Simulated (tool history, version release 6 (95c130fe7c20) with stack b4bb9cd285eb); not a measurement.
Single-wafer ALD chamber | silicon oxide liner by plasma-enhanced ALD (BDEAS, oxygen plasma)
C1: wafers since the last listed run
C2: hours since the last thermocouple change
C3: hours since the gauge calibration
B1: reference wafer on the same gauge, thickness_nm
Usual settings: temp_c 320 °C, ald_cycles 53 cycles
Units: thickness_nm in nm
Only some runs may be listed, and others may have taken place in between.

{"run": 1, "hour": 0.0, "temp_c": 315, "ald_cycles": 53, "C1": 0, "C2": 302.7, "C3": 163.4, "B1": 5.042, "thickness_nm": 4.84}
{"run": 2, "hour": 65.6, "temp_c": 320, "ald_cycles": 48, "C1": 276, "C2": 368.3, "C3": 229.0, "B1": 5.072, "thickness_nm": 4.364}
{"run": 3, "hour": 115.1, "temp_c": 320, "ald_cycles": 48, "C1": 208, "C2": 417.8, "C3": 278.5, "B1": 5.072, "thickness_nm": 4.412}
{"run": 4, "hour": 175.5, "temp_c": 320, "ald_cycles": 48, "C1": 254, "C2": 478.2, "C3": 338.9, "B1": 5.093, "thickness_nm": 4.407}
{"run": 5, "hour": 222.1, "temp_c": 320, "ald_cycles": 53, "C1": 196, "C2": 524.8, "C3": 385.5, "B1": 5.111, "thickness_nm": 4.853}
{"run": 6, "hour": 254.7, "temp_c": 320, "ald_cycles": 53, "C1": 137, "C2": 557.4, "C3": 418.1, "B1": 5.105, "thickness_nm": 4.877}
{"run": 7, "hour": 312.0, "temp_c": 320, "ald_cycles": 53, "C1": 241, "C2": 614.7, "C3": 475.4, "B1": 5.129, "thickness_nm": 4.889}
{"run": 8, "hour": 378.9, "temp_c": 320, "ald_cycles": 53, "C1": 281, "C2": 681.6, "C3": 542.3, "B1": 5.135, "thickness_nm": 4.879}
{"run": 9, "hour": 445.7, "temp_c": 320, "ald_cycles": 53, "C1": 281, "C2": 748.4, "C3": 609.1, "B1": 5.137, "thickness_nm": 4.89}
{"run": 10, "hour": 485.0, "temp_c": 324, "ald_cycles": 53, "C1": 165, "C2": 787.7, "C3": 648.4, "B1": 5.143, "thickness_nm": 4.93}
{"run": 11, "hour": 528.0, "temp_c": 324, "ald_cycles": 53, "C1": 181, "C2": 830.7, "C3": 691.4, "B1": 5.149, "thickness_nm": 4.854}
{"run": 12, "hour": 583.1, "temp_c": 313, "ald_cycles": 53, "C1": 231, "C2": 885.8, "C3": 746.5, "B1": 5.156, "thickness_nm": 4.991}
{"run": 13, "hour": 644.3, "temp_c": 313, "ald_cycles": 53, "C1": 257, "C2": 947.0, "C3": 807.7, "B1": 5.17, "thickness_nm": 4.961}
{"run": 14, "hour": 671.8, "temp_c": 313, "ald_cycles": 53, "C1": 115, "C2": 974.5, "C3": 835.2, "B1": 5.167, "thickness_nm": 4.96}
{"run": 15, "hour": 717.8, "temp_c": 320, "ald_cycles": 53, "C1": 193, "C2": 1020.5, "C3": 881.2, "B1": 5.171, "thickness_nm": 4.929}
{"run": 16, "hour": 753.4, "temp_c": 320, "ald_cycles": 53, "C1": 149, "C2": 1056.1, "C3": 916.8, "B1": 5.162, "thickness_nm": 4.899}
{"run": 17, "hour": 805.8, "temp_c": 320, "ald_cycles": 53, "C1": 220, "C2": 1108.5, "C3": 969.2, "B1": 5.183, "thickness_nm": 4.909}
{"run": 18, "hour": 842.6, "temp_c": 328, "ald_cycles": 56, "C1": 154, "C2": 1145.3, "C3": 1006.0, "B1": 5.183, "thickness_nm": 5.159}
{"run": 19, "hour": 922.5, "temp_c": 328, "ald_cycles": 56, "C1": 336, "C2": 1225.2, "C3": 1085.9, "B1": 5.176, "thickness_nm": 5.181}
{"run": 20, "hour": 953.6, "temp_c": 328, "ald_cycles": 56, "C1": 130, "C2": 1256.3, "C3": 1117.0, "B1": 5.184, "thickness_nm": 5.168}
{"run": 21, "hour": 1017.3, "temp_c": 327, "ald_cycles": 53, "C1": 268, "C2": 1320.0, "C3": 1180.7, "B1": 5.191, "thickness_nm": 4.89}
{"run": 22, "hour": 1044.9, "temp_c": 327, "ald_cycles": 53, "C1": 116, "C2": 1347.6, "C3": 1208.3, "B1": 5.194, "thickness_nm": 4.923}
{"run": 23, "hour": 1105.9, "temp_c": 320, "ald_cycles": 53, "C1": 256, "C2": 1408.6, "C3": 1269.3, "B1": 5.186, "thickness_nm": 4.91}
{"run": 24, "hour": 1130.9, "temp_c": 328, "ald_cycles": 58, "C1": 105, "C2": 1433.6, "C3": 1294.3, "B1": 5.194, "thickness_nm": 5.355}
{"run": 25, "hour": 1158.8, "temp_c": 320, "ald_cycles": 53, "C1": 117, "C2": 1461.5, "C3": 1322.2, "B1": 5.187, "thickness_nm": 4.951}
{"run": 26, "hour": 1189.6, "temp_c": 327, "ald_cycles": 45, "C1": 129, "C2": 1492.3, "C3": 1353.0, "B1": 5.198, "thickness_nm": 4.153}
{"hour": 1208.4, "done": "gauge calibrated"}
{"run": 27, "hour": 1226.5, "temp_c": 331, "ald_cycles": 59, "C1": 155, "C2": 1529.2, "C3": 18.1, "B1": 4.957, "thickness_nm": 5.227}
{"run": 28, "hour": 1258.2, "temp_c": 320, "ald_cycles": 53, "C1": 133, "C2": 1560.9, "C3": 49.8, "B1": 4.977, "thickness_nm": 4.764}
{"run": 29, "hour": 1321.8, "temp_c": 333, "ald_cycles": 53, "C1": 267, "C2": 1624.5, "C3": 113.4, "B1": 4.992, "thickness_nm": 4.692}
{"hour": 1365.0, "done": "thermocouple changed; heater temperature recalibrated"}
{"run": 30, "hour": 1385.9, "temp_c": 320, "ald_cycles": 53, "C1": 236, "C2": 20.9, "C3": 177.5, "B1": 5.022, "thickness_nm": 4.803}
{"run": 31, "hour": 1451.2, "temp_c": 308, "ald_cycles": 44, "C1": 274, "C2": 86.2, "C3": 242.8, "B1": 5.035, "thickness_nm": 4.056}
{"run": 32, "hour": 1522.7, "temp_c": 325, "ald_cycles": 53, "C1": 300, "C2": 157.7, "C3": 314.3, "B1": 5.057, "thickness_nm": 4.774}
{"run": 33, "hour": 1577.8, "temp_c": 333, "ald_cycles": 60, "C1": 231, "C2": 212.8, "C3": 369.4, "B1": 5.065, "thickness_nm": 5.37}
{"run": 34, "hour": 1642.8, "temp_c": 312, "ald_cycles": 59, "C1": 273, "C2": 277.8, "C3": 434.4, "B1": 5.082, "thickness_nm": 5.456}
{"run": 35, "hour": 1681.8, "temp_c": 334, "ald_cycles": 63, "C1": 164, "C2": 316.8, "C3": 473.4, "B1": 5.087, "thickness_nm": 5.686}
{"run": 36, "hour": 1726.5, "temp_c": 327, "ald_cycles": 62, "C1": 188, "C2": 361.5, "C3": 518.1, "B1": 5.103, "thickness_nm": 5.597}
{"run": 37, "hour": 1764.4, "temp_c": 330, "ald_cycles": 49, "C1": 159, "C2": 399.4, "C3": 556.0, "B1": 5.109, "thickness_nm": 4.445}
{"run": 38, "hour": 1798.2, "temp_c": 320, "ald_cycles": 62, "C1": 142, "C2": 433.2, "C3": 589.8, "B1": 5.113, "thickness_nm": 5.696}
{"run": 39, "hour": 1865.5, "temp_c": 334, "ald_cycles": 57, "C1": 283, "C2": 500.5, "C3": 657.1, "B1": 5.119, "thickness_nm": 5.155}
{"run": 40, "hour": 1925.8, "temp_c": 320, "ald_cycles": 53, "C1": 253, "C2": 560.8, "C3": 717.4, "B1": 5.131, "thickness_nm": 4.885}
{"run": 41, "hour": 1980.9, "temp_c": 320, "ald_cycles": 53, "C1": 231, "C2": 615.9, "C3": 772.5, "B1": 5.127, "thickness_nm": 4.923}
{"run": 42, "hour": 2037.2, "temp_c": 320, "ald_cycles": 53, "C1": 236, "C2": 672.2, "C3": 828.8, "B1": 5.141, "thickness_nm": 4.907}
{"run": 43, "hour": 2066.2, "temp_c": 333, "ald_cycles": 50, "C1": 122, "C2": 701.2, "C3": 857.8, "B1": 5.141, "thickness_nm": 4.533}
{"run": 44, "hour": 2119.4, "temp_c": 313, "ald_cycles": 57, "C1": 223, "C2": 754.4, "C3": 911.0, "B1": 5.141, "thickness_nm": 5.321}
{"run": 45, "hour": 2146.4, "temp_c": 316, "ald_cycles": 59, "C1": 113, "C2": 781.4, "C3": 938.0, "B1": 5.138, "thickness_nm": 5.496}

3 ways to go on from here, each from the tool as it stands after run 45. What would each give?
{"run": "A", "hour": 2146.9, "temp_c": 326, "ald_cycles": 53, "C1": 2, "C2": 781.9, "C3": 938.5, "B1": "?", "thickness_nm": "?"}
{"run": "B", "hour": 2146.9, "temp_c": 306, "ald_cycles": 58, "C1": 2, "C2": 781.9, "C3": 938.5, "B1": "?", "thickness_nm": "?"}
{"run": "C", "hour": 2146.9, "temp_c": 325, "ald_cycles": 58, "C1": 2, "C2": 781.9, "C3": 938.5, "B1": "?", "thickness_nm": "?"}

run=A B1=5.144 thickness_nm=4.845
run=B B1=5.144 thickness_nm=5.437
run=C B1=5.144 thickness_nm=5.308
With the hidden condition removed and each run's random variation left untouched, the same runs would have given:
run=A thickness_nm=4.670
run=B thickness_nm=5.241
run=C thickness_nm=5.117

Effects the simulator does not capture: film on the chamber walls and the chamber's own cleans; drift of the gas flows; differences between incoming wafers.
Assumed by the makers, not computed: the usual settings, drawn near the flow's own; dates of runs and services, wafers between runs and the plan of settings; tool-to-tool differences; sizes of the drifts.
